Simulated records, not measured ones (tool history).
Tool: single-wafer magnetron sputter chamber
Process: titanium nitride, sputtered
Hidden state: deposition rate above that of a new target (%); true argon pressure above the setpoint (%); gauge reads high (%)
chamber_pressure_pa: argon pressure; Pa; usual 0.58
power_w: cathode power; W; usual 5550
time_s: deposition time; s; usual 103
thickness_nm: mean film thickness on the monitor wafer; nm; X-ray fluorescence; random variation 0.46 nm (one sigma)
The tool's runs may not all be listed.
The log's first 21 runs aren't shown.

run,hour,chamber_pressure_pa,power_w,time_s,wafers since the last listed run,wafers on the sputter target,hours since the last manometer calibration,hours since the magnet pack was replaced,hours since the gauge calibration,"read-back reference wafer on the same gauge, thickness_nm",thickness_nm
22,338.8,0.58,6250,103,171,441,293.4,219.1,195.6,96.443,99.822
23,354.8,0.58,5550,103,280,721,309.4,235.1,211.6,96.364,86.541
24,368.2,0.58,5550,92,235,957,322.8,248.5,225,96.333,76.781
25,379.7,0.58,4600,103,201,1158,334.3,260,236.5,96.463,70.906
26,387.9,0.58,5550,103,143,1302,342.5,268.2,244.7,96.459,85.502
27,395.7,0.676,4700,87,136,1439,350.3,276,252.5,96.447,59.729
28,405,0.461,6400,103,163,1602,359.6,285.3,261.8,96.373,99.885
29,414.3,0.742,4350,103,163,1765,368.9,294.6,271.1,96.487,65.181
30,421.1,0.664,5550,120,119,1885,375.7,301.4,277.9,96.451,96.98
31,430.3,0.58,6850,103,161,2046,384.9,310.6,287.1,96.417,104.548
32,447.4,0.461,5550,103,299,2346,402,327.7,304.2,96.485,86.597
33,453.6,0.478,6150,103,108,2455,408.2,333.9,310.4,96.419,95.654
34,467.3,0.73,4450,111,240,2695,421.9,347.6,324.1,96.405,71.086

Forecast each of these 5 alternatives for the next run:
A,467.7,0.462,5550,103,7,2702,422.3,348,324.5,?,?
B,467.7,0.517,5050,98,7,2702,422.3,348,324.5,?,?
C,467.7,0.701,6700,124,7,2702,422.3,348,324.5,?,?
D,467.7,0.58,4350,94,7,2702,422.3,348,324.5,?,?
E,467.7,0.783,4600,116,7,2702,422.3,348,324.5,?,?

run,"read-back reference wafer on the same gauge, thickness_nm",thickness_nm
A,96.434,86.354
B,96.434,74.02
C,96.434,120.224
D,96.434,60.467
E,96.434,76.099
Without the tool's hidden state the same runs would have given:
run,thickness_nm
A,92.276
B,79.096
C,128.469
D,64.614
E,81.318
